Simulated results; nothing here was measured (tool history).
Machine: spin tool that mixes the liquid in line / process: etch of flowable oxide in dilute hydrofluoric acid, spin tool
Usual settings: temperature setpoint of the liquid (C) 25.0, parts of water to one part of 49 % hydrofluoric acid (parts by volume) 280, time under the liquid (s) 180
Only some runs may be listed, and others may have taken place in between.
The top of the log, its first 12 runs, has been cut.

run    hour  temperature setpoint of the liquid (C)  parts of water to one part of 49 % hydrofluoric acid (parts by volume)  time under the liquid (s)  wafers since the last listed run  hours since the thermometer was replaced  hours since the hydrofluoric acid flow meter was replaced  hours since the gauge calibration  read-back film thickness of the flowable oxide reference wafer, read on the same gauge (nm)  thickness taken off the flowable oxide on a monitor wafer (nm)
 13   561.4                                    25.0                                                                     375                        180                               279                                    1946.9                                                      600.8                              940.2                                                                                       120.00                                                           13.48
      588.4  -- thermometer replaced
 14   590.8                                    25.0                                                                     375                        180                               283                                       2.4                                                      630.2                              969.6                                                                                       120.04                                                           13.08
 15   655.5                                    22.0                                                                     355                        180                               645                                      67.1                                                      694.9                             1034.3                                                                                       120.01                                                           12.69
      678.2  -- hydrofluoric acid flow meter replaced
 16   692.4                                    25.0                                                                     340                        220                               358                                     104.0                                                       14.2                             1071.2                                                                                       120.02                                                           18.23
 17   719.8                                    22.5                                                                     225                        280                               273                                     131.4                                                       41.6                             1098.6                                                                                       120.00                                                           36.02
 18   787.7                                    21.5                                                                     370                        245                               677                                     199.3                                                      109.5                             1166.5                                                                                       120.01                                                           16.13
 19   844.5                                    25.0                                                                     280                        180                               566                                     256.1                                                      166.3                             1223.3                                                                                       119.98                                                           19.26
 20   873.9                                    25.0                                                                     325                        180                               293                                     285.5                                                      195.7                             1252.7                                                                                       119.98                                                           15.85
 21   938.4                                    26.5                                                                     280                        180                               643                                     350.0                                                      260.2                             1317.2                                                                                       119.97                                                           20.33
      988.7  -- gauge calibrated
 22  1003.1                                    25.0                                                                     175                        125                               645                                     414.7                                                      324.9                               14.4                                                                                       119.97                                                           24.00
 23  1067.2                                    23.0                                                                     280                        180                               639                                     478.8                                                      389.0                               78.5                                                                                       120.03                                                           17.93
 24  1217.1                                    25.0                                                                     280                        180                              1496                                     628.7                                                      538.9                              228.4                                                                                       120.04                                                           19.43
 25  1287.4                                    22.5                                                                     280                        235                               701                                     699.0                                                      609.2                              298.7                                                                                       119.95                                                           23.28
 26  1322.3                                    27.5                                                                     185                         85                               348                                     733.9                                                      644.1                              333.6                                                                                       120.01                                                           16.82
 27  1369.0                                    25.0                                                                     190                        180                               466                                     780.6                                                      690.8                              380.3                                                                                       119.99                                                           31.55
 28  1398.0                                    27.5                                                                     355                        140                               289                                     809.6                                                      719.8                              409.3                                                                                       120.02                                                           12.09
     1418.3  -- hydrofluoric acid flow meter replaced
 29  1433.9                                    25.0                                                                     280                        180                               348                                     845.5                                                       15.6                              445.2                                                                                       120.03                                                           19.40
 30  1458.4                                    25.0                                                                     280                        180                               244                                     870.0                                                       40.1                              469.7                                                                                       120.02                                                           19.56

3 options for the next run, each taken on its own from the tool as it stands now. Forecast them:
  A  1458.9                                    29.0                                                                     280                        180                                 4                                     870.5                                                       40.6                              470.2                                                                                            ?                                                               ?
  B  1458.9                                    21.0                                                                     280                        180                                 4                                     870.5                                                       40.6                              470.2                                                                                            ?                                                               ?
  C  1458.9                                    25.0                                                                     280                        110                                 4                                     870.5                                                       40.6                              470.2                                                                                            ?                                                               ?

run  read-back film thickness of the flowable oxide reference wafer, read on the same gauge (nm)  thickness taken off the flowable oxide on a monitor wafer (nm)
  A                                                                                       120.02                                                           22.32
  B                                                                                       120.02                                                           16.94
  C                                                                                       120.02                                                           11.92
With no hidden state in the tool, these same runs would have given:
run  thickness taken off the flowable oxide on a monitor wafer (nm)
  A                                                           21.98
  B                                                           16.65
  C                                                           11.73
